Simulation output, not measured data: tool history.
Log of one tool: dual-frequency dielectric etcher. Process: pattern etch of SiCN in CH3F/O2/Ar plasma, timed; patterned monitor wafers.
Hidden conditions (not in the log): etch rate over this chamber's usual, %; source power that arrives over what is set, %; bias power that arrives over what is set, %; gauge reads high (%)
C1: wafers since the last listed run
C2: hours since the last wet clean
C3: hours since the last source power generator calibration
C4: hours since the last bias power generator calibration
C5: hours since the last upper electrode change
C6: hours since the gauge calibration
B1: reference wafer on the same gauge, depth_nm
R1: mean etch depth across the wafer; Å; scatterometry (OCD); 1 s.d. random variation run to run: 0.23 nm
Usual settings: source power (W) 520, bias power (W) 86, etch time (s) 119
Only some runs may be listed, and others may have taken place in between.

{"run": 1, "hour": 0.0, "source power (W)": 520, "bias power (W)": 86, "etch time (s)": 119, "C1": 0, "C2": 7.7, "C3": 3413, "C4": 1735.9, "C5": 3499.7, "C6": 43, "B1": 51.1, "R1": 529}
{"run": 2, "hour": 51.4, "source power (W)": 520, "bias power (W)": 86, "etch time (s)": 119, "C1": 478, "C2": 59.1, "C3": 3464.4, "C4": 1787.3, "C5": 3551.1, "C6": 94.4, "B1": 51.2, "R1": 532}
{"run": 3, "hour": 98.6, "source power (W)": 520, "bias power (W)": 86, "etch time (s)": 119, "C1": 439, "C2": 106.3, "C3": 3511.6, "C4": 1834.5, "C5": 3598.3, "C6": 141.6, "B1": 51.4, "R1": 536}
{"run": 4, "hour": 163.7, "source power (W)": 520, "bias power (W)": 86, "etch time (s)": 91.5, "C1": 606, "C2": 171.4, "C3": 3576.7, "C4": 1899.6, "C5": 3663.4, "C6": 206.7, "B1": 51.7, "R1": 412}
{"run": 5, "hour": 222.3, "source power (W)": 520, "bias power (W)": 86, "etch time (s)": 119, "C1": 545, "C2": 230, "C3": 3635.3, "C4": 1958.2, "C5": 3722, "C6": 265.3, "B1": 51.8, "R1": 537}
{"run": 6, "hour": 257.6, "source power (W)": 520, "bias power (W)": 86, "etch time (s)": 119, "C1": 328, "C2": 265.3, "C3": 3670.6, "C4": 1993.5, "C5": 3757.3, "C6": 300.6, "B1": 51.8, "R1": 537}
{"run": 7, "hour": 297.9, "source power (W)": 520, "bias power (W)": 86, "etch time (s)": 119, "C1": 375, "C2": 305.6, "C3": 3710.9, "C4": 2033.8, "C5": 3797.6, "C6": 340.9, "B1": 51.9, "R1": 539}
{"run": 8, "hour": 347.0, "source power (W)": 440, "bias power (W)": 86, "etch time (s)": 119, "C1": 457, "C2": 354.7, "C3": 3760, "C4": 2082.9, "C5": 3846.7, "C6": 390, "B1": 52, "R1": 492}
{"hour": 418.8, "done": "wet clean of the chamber"}
{"hour": 420.6, "done": "source power generator calibrated"}
{"hour": 443.0, "done": "upper electrode replaced"}
{"run": 9, "hour": 443.5, "source power (W)": 440, "bias power (W)": 86, "etch time (s)": 119, "C1": 450, "C2": 24.7, "C3": 22.9, "C4": 2179.4, "C5": 0.5, "C6": 486.5, "B1": 52.1, "R1": 497}
{"run": 10, "hour": 446.2, "source power (W)": 520, "bias power (W)": 86, "etch time (s)": 119, "C1": 25, "C2": 27.4, "C3": 25.6, "C4": 2182.1, "C5": 3.2, "C6": 489.2, "B1": 52.1, "R1": 540}
{"run": 11, "hour": 485.4, "source power (W)": 520, "bias power (W)": 86, "etch time (s)": 119, "C1": 365, "C2": 66.6, "C3": 64.8, "C4": 2221.3, "C5": 42.4, "C6": 528.4, "B1": 52.1, "R1": 540}
{"run": 12, "hour": 541.3, "source power (W)": 520, "bias power (W)": 86, "etch time (s)": 119, "C1": 520, "C2": 122.5, "C3": 120.7, "C4": 2277.2, "C5": 98.3, "C6": 584.3, "B1": 52.1, "R1": 541}
{"run": 13, "hour": 577.1, "source power (W)": 520, "bias power (W)": 86, "etch time (s)": 132.5, "C1": 333, "C2": 158.3, "C3": 156.5, "C4": 2313, "C5": 134.1, "C6": 620.1, "B1": 52.1, "R1": 602}
{"run": 14, "hour": 630.9, "source power (W)": 580, "bias power (W)": 104, "etch time (s)": 142, "C1": 501, "C2": 212.1, "C3": 210.3, "C4": 2366.8, "C5": 187.9, "C6": 673.9, "B1": 52.1, "R1": 728}
{"hour": 654.3, "done": "gauge calibrated"}
{"hour": 743.2, "done": "bias power generator calibrated"}
{"hour": 752.7, "done": "wet clean of the chamber"}
{"run": 15, "hour": 753.2, "source power (W)": 440, "bias power (W)": 86, "etch time (s)": 119, "C1": 1013, "C2": 0.5, "C3": 332.6, "C4": 10, "C5": 310.2, "C6": 98.9, "B1": 51.3, "R1": 486}
{"run": 16, "hour": 761.5, "source power (W)": 620, "bias power (W)": 72, "etch time (s)": 103.5, "C1": 77, "C2": 8.8, "C3": 340.9, "C4": 18.3, "C5": 318.5, "C6": 107.2, "B1": 51.3, "R1": 477}
{"run": 17, "hour": 833.9, "source power (W)": 600, "bias power (W)": 80, "etch time (s)": 135.5, "C1": 674, "C2": 81.2, "C3": 413.3, "C4": 90.7, "C5": 390.9, "C6": 179.6, "B1": 51.6, "R1": 638}

What does the tool deliver on the next run?
{"run": 18, "hour": 871.7, "source power (W)": 580, "bias power (W)": 104, "etch time (s)": 142, "C1": 352, "C2": 119, "C3": 451.1, "C4": 128.5, "C5": 428.7, "C6": 217.4, "B1": "?", "R1": "?"}

Logged for run 18: B1 51.6, R1 717 Å.
Take away the tool's hidden state, keep the run-to-run variation as it was, and the same run would have given R1 705 Å.

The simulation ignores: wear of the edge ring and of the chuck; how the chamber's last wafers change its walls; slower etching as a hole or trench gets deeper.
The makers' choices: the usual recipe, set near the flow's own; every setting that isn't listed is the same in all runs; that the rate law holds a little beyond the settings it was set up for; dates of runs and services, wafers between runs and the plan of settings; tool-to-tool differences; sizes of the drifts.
